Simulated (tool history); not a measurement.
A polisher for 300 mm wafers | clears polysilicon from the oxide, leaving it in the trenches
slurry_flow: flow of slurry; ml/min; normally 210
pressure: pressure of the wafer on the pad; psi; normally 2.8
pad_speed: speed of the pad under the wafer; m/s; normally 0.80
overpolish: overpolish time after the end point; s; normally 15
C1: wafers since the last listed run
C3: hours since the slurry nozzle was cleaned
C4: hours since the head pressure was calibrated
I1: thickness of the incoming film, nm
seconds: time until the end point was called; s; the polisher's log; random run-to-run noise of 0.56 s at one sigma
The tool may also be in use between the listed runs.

Run 1, hour 0.0: usual settings; C1 0; wafers polished on this pad 206; C3 429.7; C4 1224.5; I1 423.1. Result: seconds 40.2 s.
Run 2, hour 7.1: usual settings; C1 81; wafers polished on this pad 287; C3 436.8; C4 1231.6; I1 422.8. Result: seconds 39.8 s.
Run 3, hour 16.1: usual settings but pad_speed 0.72 m/s; C1 103; wafers polished on this pad 391; C3 445.8; C4 1240.6; I1 416.1. Result: seconds 46.5 s.
Run 4, hour 27.9: usual settings; C1 135; wafers polished on this pad 526; C3 457.6; C4 1252.4; I1 417.5. Result: seconds 40.3 s.
Run 5, hour 41.7: usual settings; C1 158; wafers polished on this pad 685; C3 471.4; C4 1266.2; I1 420.0. Result: seconds 42.7 s.
Run 6, hour 49.1: usual settings; C1 85; wafers polished on this pad 770; C3 478.8; C4 1273.6; I1 417.9. Result: seconds 43.0 s.
Run 7, hour 56.1: usual settings but pressure 2.0 psi; C1 80; wafers polished on this pad 851; C3 485.8; C4 1280.6; I1 421.3. Result: seconds 61.8 s.
Run 8, hour 64.1: usual settings but pressure 2.0 psi; C1 91; wafers polished on this pad 943; C3 493.8; C4 1288.6; I1 419.5. Result: seconds 61.5 s.
At hour 69.8: worn pad replaced by a new one, of another model than before.
Run 9, hour 75.3: usual settings but pressure 2.0 psi; C1 82; wafers polished on this pad 63; C3 505.0; C4 1299.8; I1 418.3. Result: seconds 45.7 s.
Run 10, hour 91.9: usual settings but slurry_flow 235 ml/min, pressure 3.4 psi; C1 190; wafers polished on this pad 254; C3 521.6; C4 1316.4; I1 422.4. Result: seconds 35.8 s.
Run 11, hour 108.9: usual settings but slurry_flow 235 ml/min, pressure 3.4 psi; C1 195; wafers polished on this pad 449; C3 538.6; C4 1333.4; I1 411.6. Result: seconds 35.2 s.
At hour 111.3: head pressure recalibrated.
Run 12, hour 116.8: usual settings but slurry_flow 235 ml/min, pressure 3.4 psi; C1 67; wafers polished on this pad 517; C3 546.5; C4 5.5; I1 425.1. Result: seconds 38.4 s.
Run 13, hour 125.3: usual settings but slurry_flow 235 ml/min, pressure 2.0 psi, overpolish 19 s; C1 97; wafers polished on this pad 615; C3 555.0; C4 14.0; I1 412.3. Result: seconds 47.0 s.
At hour 138.0: worn pad replaced by a new one.
Run 14, hour 138.5: usual settings but slurry_flow 260 ml/min, pressure 3.7 psi, overpolish 11 s; C1 105; wafers polished on this pad 5; C3 568.2; C4 27.2; I1 420.7. Result: seconds 32.8 s.
Run 15, hour 143.2: usual settings but pad_speed 0.96 m/s; C1 54; wafers polished on this pad 59; C3 572.9; C4 31.9; I1 417.4. Result: seconds 35.7 s.
At hour 148.2: slurry nozzle cleaned.
Run 16, hour 160.6: usual settings but slurry_flow 135 ml/min, pressure 3.6 psi, pad_speed 0.96 m/s; C1 188; wafers polished on this pad 247; C3 12.4; C4 49.3; I1 429.3. Result: seconds 39.9 s.
Run 17, hour 169.8: usual settings but overpolish 12 s; C1 105; wafers polished on this pad 353; C3 21.6; C4 58.5; I1 415.8. Result: seconds 40.7 s.
Run 18, hour 179.2: usual settings but pad_speed 1.04 m/s, overpolish 12 s; C1 108; wafers polished on this pad 461; C3 31.0; C4 67.9; I1 423.5. Result: seconds 36.6 s.
Run 19, hour 192.2: usual settings; C1 149; wafers polished on this pad 611; C3 44.0; C4 80.9; I1 426.1. Result: seconds 44.5 s.
Run 20, hour 203.9: usual settings but overpolish 9 s; C1 134; wafers polished on this pad 745; C3 55.7; C4 92.6; I1 419.5. Result: seconds 43.9 s.
At hour 214.3: worn pad replaced by a new one.
Run 21, hour 215.1: usual settings but slurry_flow 255 ml/min, pressure 3.1 psi; C1 82; wafers polished on this pad 8; C3 66.9; C4 103.8; I1 422.9. Result: seconds 35.9 s.
Run 22, hour 224.7: usual settings but pressure 3.2 psi, pad_speed 0.94 m/s; C1 110; wafers polished on this pad 119; C3 76.5; C4 113.4; I1 421.1. Result: seconds 34.8 s.
Run 23, hour 237.7: usual settings; C1 149; wafers polished on this pad 268; C3 89.5; C4 126.4; I1 412.4. Result: seconds 38.7 s.
Run 24, hour 246.9: usual settings but pressure 2.0 psi; C1 105; wafers polished on this pad 374; C3 98.7; C4 135.6; I1 413.7. Result: seconds 47.3 s.

Here are 4 independent what-if runs from the current tool condition. What would each one return?
Run A, hour 247.3: usual settings; C1 4; wafers polished on this pad 379; C3 99.1; C4 136.0; I1 417.7. Result: seconds ?.
Run B, hour 247.3: usual settings but slurry_flow 155 ml/min, pad_speed 0.64 m/s, overpolish 21 s; C1 4; wafers polished on this pad 379; C3 99.1; C4 136.0; I1 417.7. Result: seconds ?.
Run C, hour 247.3: usual settings but slurry_flow 270 ml/min, pressure 3.4 psi, pad_speed 1.04 m/s; C1 4; wafers polished on this pad 379; C3 99.1; C4 136.0; I1 417.7. Result: seconds ?.
Run D, hour 247.3: usual settings but slurry_flow 140 ml/min; C1 4; wafers polished on this pad 379; C3 99.1; C4 136.0; I1 417.7. Result: seconds ?.

run  seconds
  A     41.5
  B     50.5
  C     31.4
  D     47.8
Without the tool's hidden state the same runs would have given:
run  seconds
  A     38.9
  B     47.3
  C     29.4
  D     44.9

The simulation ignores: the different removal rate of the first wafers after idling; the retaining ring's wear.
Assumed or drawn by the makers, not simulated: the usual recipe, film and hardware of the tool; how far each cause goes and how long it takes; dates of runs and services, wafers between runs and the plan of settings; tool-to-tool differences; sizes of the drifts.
